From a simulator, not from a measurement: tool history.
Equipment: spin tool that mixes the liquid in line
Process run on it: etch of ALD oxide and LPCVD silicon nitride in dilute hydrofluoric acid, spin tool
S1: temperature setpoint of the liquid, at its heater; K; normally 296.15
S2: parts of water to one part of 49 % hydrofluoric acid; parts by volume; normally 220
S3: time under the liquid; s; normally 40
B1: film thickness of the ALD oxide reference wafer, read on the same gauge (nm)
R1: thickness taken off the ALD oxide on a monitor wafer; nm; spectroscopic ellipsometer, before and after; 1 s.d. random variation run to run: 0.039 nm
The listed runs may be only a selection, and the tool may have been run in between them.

{"run": 1, "day": 0.0, "S1": 299.65, "S2": 220, "S3": 30, "B1": 120.013, "R1": 3.684}
{"run": 2, "day": 1.312, "S1": 299.65, "S2": 220, "S3": 30, "B1": 120.015, "R1": 3.695}
{"run": 3, "day": 1.938, "S1": 299.65, "S2": 220, "S3": 30, "B1": 120.015, "R1": 3.666}
{"run": 4, "day": 2.629, "S1": 296.15, "S2": 220, "S3": 40, "B1": 119.975, "R1": 4.333}
{"run": 5, "day": 3.892, "S1": 296.15, "S2": 220, "S3": 40, "B1": 119.994, "R1": 4.33}
{"run": 6, "day": 5.108, "S1": 296.15, "S2": 220, "S3": 40, "B1": 120.008, "R1": 4.244}
{"run": 7, "day": 6.117, "S1": 296.15, "S2": 220, "S3": 40, "B1": 119.988, "R1": 4.294}
{"run": 8, "day": 7.033, "S1": 296.15, "S2": 220, "S3": 40, "B1": 119.991, "R1": 4.274}
{"run": 9, "day": 8.021, "S1": 296.15, "S2": 220, "S3": 40, "B1": 119.988, "R1": 4.242}
{"run": 10, "day": 8.538, "S1": 296.15, "S2": 220, "S3": 40, "B1": 120.002, "R1": 4.227}
{"run": 11, "day": 9.296, "S1": 296.15, "S2": 220, "S3": 40, "B1": 119.989, "R1": 4.292}
{"run": 12, "day": 10.292, "S1": 296.15, "S2": 220, "S3": 40, "B1": 119.976, "R1": 4.2}
{"run": 13, "day": 11.612, "S1": 296.15, "S2": 220, "S3": 40, "B1": 120.007, "R1": 4.305}
{"run": 14, "day": 13.108, "S1": 296.15, "S2": 220, "S3": 40, "B1": 120.017, "R1": 4.231}
{"run": 15, "day": 14.162, "S1": 299.15, "S2": 140, "S3": 55, "B1": 119.965, "R1": 11.152}
{"run": 16, "day": 15.188, "S1": 298.65, "S2": 160, "S3": 40, "B1": 119.999, "R1": 6.836}
{"day": 15.954, "done": "thermometer replaced"}
{"run": 17, "day": 16.483, "S1": 299.15, "S2": 190, "S3": 40, "B1": 120.013, "R1": 5.308}
{"day": 17.196, "done": "hydrofluoric acid flow meter replaced"}
{"run": 18, "day": 17.888, "S1": 296.15, "S2": 220, "S3": 40, "B1": 120.0, "R1": 3.899}
{"run": 19, "day": 18.962, "S1": 297.65, "S2": 115, "S3": 35, "B1": 119.994, "R1": 7.831}
{"run": 20, "day": 20.212, "S1": 296.15, "S2": 120, "S3": 65, "B1": 119.998, "R1": 13.088}
{"day": 20.4, "done": "gauge calibrated"}
{"run": 21, "day": 21.021, "S1": 296.15, "S2": 165, "S3": 55, "B1": 119.99, "R1": 7.77}
{"day": 22.075, "done": "thermometer replaced, repeated, since the last time left the tool worse"}
{"run": 22, "day": 22.096, "S1": 298.15, "S2": 140, "S3": 40, "B1": 119.999, "R1": 8.241}
{"run": 23, "day": 22.858, "S1": 296.15, "S2": 185, "S3": 25, "B1": 120.025, "R1": 3.451}
{"run": 24, "day": 23.646, "S1": 291.65, "S2": 115, "S3": 60, "B1": 119.986, "R1": 11.687}
{"run": 25, "day": 27.638, "S1": 296.15, "S2": 220, "S3": 40, "B1": 120.003, "R1": 4.41}

Here are 3 independent what-if runs from the current tool condition. What would each one return?
{"run": "A", "day": 27.654, "S1": 296.15, "S2": 220, "S3": 40, "B1": "?", "R1": "?"}
{"run": "B", "day": 27.654, "S1": 301.15, "S2": 220, "S3": 60, "B1": "?", "R1": "?"}
{"run": "C", "day": 27.654, "S1": 293.15, "S2": 220, "S3": 60, "B1": "?", "R1": "?"}

run=A B1=119.978 R1=4.384
run=B B1=119.978 R1=7.874
run=C B1=119.978 R1=5.873
The same runs, with their run-to-run variation unchanged, on a tool lacking any hidden condition would have given:
run=A R1=4.445
run=B R1=7.977
run=C R1=5.957
